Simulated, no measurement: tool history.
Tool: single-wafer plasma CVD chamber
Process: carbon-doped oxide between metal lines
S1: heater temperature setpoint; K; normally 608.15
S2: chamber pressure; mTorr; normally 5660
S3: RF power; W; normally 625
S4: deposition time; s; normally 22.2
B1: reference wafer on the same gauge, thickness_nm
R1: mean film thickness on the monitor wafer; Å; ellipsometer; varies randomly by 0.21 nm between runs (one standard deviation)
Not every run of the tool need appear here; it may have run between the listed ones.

run   hour      S1    S2   S3    S4       B1       R1
  1    0.0  608.15  5660  625  22.2  123.959  1312.81
       4.4  -- gauge calibrated
  2   12.1  608.15  5660  625  22.2  123.923  1313.65
  3   22.3  608.15  5660  625  22.2  124.033  1308.72
  4   29.9  608.15  5660  625  22.2  124.035  1308.59
  5   37.9  608.15  5660  625  22.2  124.014  1312.59
  6   53.5  608.15  5660  625  22.2  124.005  1310.49
  7   70.3  608.15  5660  625  22.2  123.992  1307.16
  8   79.9  608.15  5660  705  19.3  123.990  1242.21
      98.6  -- thermocouple changed; heater temperature recalibrated
  9   99.1  608.15  5660  705  19.3  124.014  1242.96
 10  105.8  598.15  5660  625  26.0  124.011  1591.36
     115.7  -- showerhead replaced, of another model than before
 11  120.5  608.15  5660  625  22.2  124.017  1343.25
 12  134.4  617.15  4920  695  22.2  124.048  1354.50
     146.2  -- RF generator calibrated
 13  148.6  608.15  5660  625  25.0  124.029  1572.34
 14  161.2  608.15  6860  625  20.1  123.995  1282.67
     175.1  -- capacitance manometer re-zeroed and calibrated
     175.3  -- gauge calibrated
 15  175.7  608.15  5660  625  22.2  124.026  1397.68
 16  183.8  608.15  5660  625  22.2  124.029  1390.91
 17  195.1  622.15  5660  515  22.2  124.009  1219.04
 18  204.4  608.15  5660  540  19.2  124.019  1133.10
 19  221.9  598.15  6210  730  22.2  124.023  1563.26

How would selected steps in R1 from run to run divide? Give the signed amount a tool lacking its hidden state would still show from settings, what came in and random variation, and the signed amount left for the hidden state, including any gauge scatter that is not in both of the compared results.
The tool's hidden condition here consists of: wafer temperature above the value expected at the setpoint (K); delivered RF power above the setpoint (%); true pressure above the setpoint (%); gauge reads high (%).
Run 12 -> 13: S1 617.15 -> 608.15, S2 4920 -> 5660, S3 695 -> 625, S4 22.2 -> 25.0, RF generator calibrated. R1 +217.84 Å: hidden state +53.11, all else +164.73.
Run 18 -> 19: S1 608.15 -> 598.15, S2 5660 -> 6210, S3 540 -> 730, S4 19.2 -> 22.2. R1 +430.16 Å: hidden state -3.61, all else +433.77.

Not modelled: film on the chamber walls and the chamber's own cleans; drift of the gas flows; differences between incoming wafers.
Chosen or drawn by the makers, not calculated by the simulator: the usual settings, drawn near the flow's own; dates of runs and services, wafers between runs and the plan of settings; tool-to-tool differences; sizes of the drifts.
